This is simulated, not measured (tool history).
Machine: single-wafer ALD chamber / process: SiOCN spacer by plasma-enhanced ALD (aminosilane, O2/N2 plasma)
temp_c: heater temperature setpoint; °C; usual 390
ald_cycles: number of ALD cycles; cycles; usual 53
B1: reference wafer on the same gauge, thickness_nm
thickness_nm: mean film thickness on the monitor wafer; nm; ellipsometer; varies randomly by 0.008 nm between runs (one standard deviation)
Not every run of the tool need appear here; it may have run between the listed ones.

Run 1, day 0.000: usual settings; B1 3.059. Result: thickness_nm 3.191 nm.
Run 2, day 2.462: usual settings; B1 3.060. Result: thickness_nm 3.181 nm.
Run 3, day 4.888: usual settings; B1 3.061. Result: thickness_nm 3.201 nm.
Run 4, day 8.429: usual settings; B1 3.060. Result: thickness_nm 3.178 nm.
Run 5, day 10.654: usual settings; B1 3.058. Result: thickness_nm 3.186 nm.
Run 6, day 14.850: usual settings; B1 3.058. Result: thickness_nm 3.182 nm.
Run 7, day 18.208: usual settings; B1 3.062. Result: thickness_nm 3.187 nm.
Run 8, day 20.475: usual settings; B1 3.061. Result: thickness_nm 3.180 nm.
Run 9, day 24.067: usual settings but ald_cycles 48 cycles; B1 3.061. Result: thickness_nm 2.893 nm.
Run 10, day 28.075: usual settings; B1 3.060. Result: thickness_nm 3.198 nm.
Run 11, day 33.754: usual settings but temp_c 385 °C; B1 3.060. Result: thickness_nm 3.194 nm.
Run 12, day 36.954: usual settings but temp_c 386 °C; B1 3.061. Result: thickness_nm 3.186 nm.
At day 41.062: thermocouple changed; heater temperature recalibrated.
Run 13, day 41.083: usual settings but temp_c 398 °C; B1 3.061. Result: thickness_nm 3.192 nm.
Run 14, day 45.325: usual settings but ald_cycles 58 cycles; B1 3.061. Result: thickness_nm 3.476 nm.
At day 45.738: gauge calibrated.
Run 15, day 47.825: usual settings but ald_cycles 58 cycles; B1 3.060. Result: thickness_nm 3.493 nm.
Run 16, day 52.296: usual settings but temp_c 400 °C; B1 3.060. Result: thickness_nm 3.181 nm.
Run 17, day 55.588: usual settings but temp_c 400 °C; B1 3.061. Result: thickness_nm 3.190 nm.
Run 18, day 59.392: usual settings but ald_cycles 61 cycles; B1 3.060. Result: thickness_nm 3.660 nm.
Run 19, day 63.417: usual settings; B1 3.059. Result: thickness_nm 3.183 nm.
Run 20, day 65.062: usual settings but temp_c 383 °C, ald_cycles 62 cycles; B1 3.060. Result: thickness_nm 3.732 nm.
Run 21, day 69.550: usual settings; B1 3.059. Result: thickness_nm 3.189 nm.
Run 22, day 72.629: usual settings but temp_c 404 °C; B1 3.061. Result: thickness_nm 3.125 nm.
Run 23, day 74.812: usual settings but temp_c 379 °C; B1 3.062. Result: thickness_nm 3.190 nm.
Run 24, day 78.012: usual settings but temp_c 380 °C, ald_cycles 49 cycles; B1 3.060. Result: thickness_nm 2.949 nm.
Run 25, day 81.871: usual settings; B1 3.060. Result: thickness_nm 3.190 nm.
Run 26, day 83.412: usual settings but temp_c 381 °C, ald_cycles 49 cycles; B1 3.061. Result: thickness_nm 2.963 nm.
Run 27, day 86.112: usual settings but temp_c 377 °C, ald_cycles 46 cycles; B1 3.059. Result: thickness_nm 2.767 nm.
Run 28, day 87.754: usual settings but temp_c 386 °C, ald_cycles 63 cycles; B1 3.061. Result: thickness_nm 3.804 nm.
Run 29, day 91.975: usual settings but ald_cycles 45 cycles; B1 3.061. Result: thickness_nm 2.702 nm.
Run 30, day 96.433: usual settings but temp_c 402 °C, ald_cycles 57 cycles; B1 3.058. Result: thickness_nm 3.403 nm.
Run 31, day 99.179: usual settings but temp_c 400 °C, ald_cycles 46 cycles; B1 3.062. Result: thickness_nm 2.760 nm.
Run 32, day 103.579: usual settings; B1 3.061. Result: thickness_nm 3.182 nm.
Run 33, day 106.104: usual settings; B1 3.062. Result: thickness_nm 3.200 nm.
Run 34, day 109.992: usual settings but ald_cycles 44 cycles; B1 3.061. Result: thickness_nm 2.642 nm.
Run 35, day 113.158: usual settings but temp_c 377 °C, ald_cycles 58 cycles; B1 3.059. Result: thickness_nm 3.500 nm.

Below are 4 alternative next runs, each starting from the tool's condition after run 35. Predict each:
Run A, day 113.179: usual settings; B1 ?. Result: thickness_nm ?.
Run B, day 113.179: usual settings but temp_c 405 °C; B1 ?. Result: thickness_nm ?.
Run C, day 113.179: usual settings but temp_c 395 °C, ald_cycles 47 cycles; B1 ?. Result: thickness_nm ?.
Run D, day 113.179: usual settings but temp_c 385 °C, ald_cycles 46 cycles; B1 ?. Result: thickness_nm ?.

run     B1  thickness_nm
  A  3.059         3.195
  B  3.059         3.130
  C  3.059         2.833
  D  3.059         2.773
Stripped of hidden state, with their random variation kept, the same runs would have yielded:
run  thickness_nm
  A         3.195
  B         3.130
  C         2.833
  D         2.773

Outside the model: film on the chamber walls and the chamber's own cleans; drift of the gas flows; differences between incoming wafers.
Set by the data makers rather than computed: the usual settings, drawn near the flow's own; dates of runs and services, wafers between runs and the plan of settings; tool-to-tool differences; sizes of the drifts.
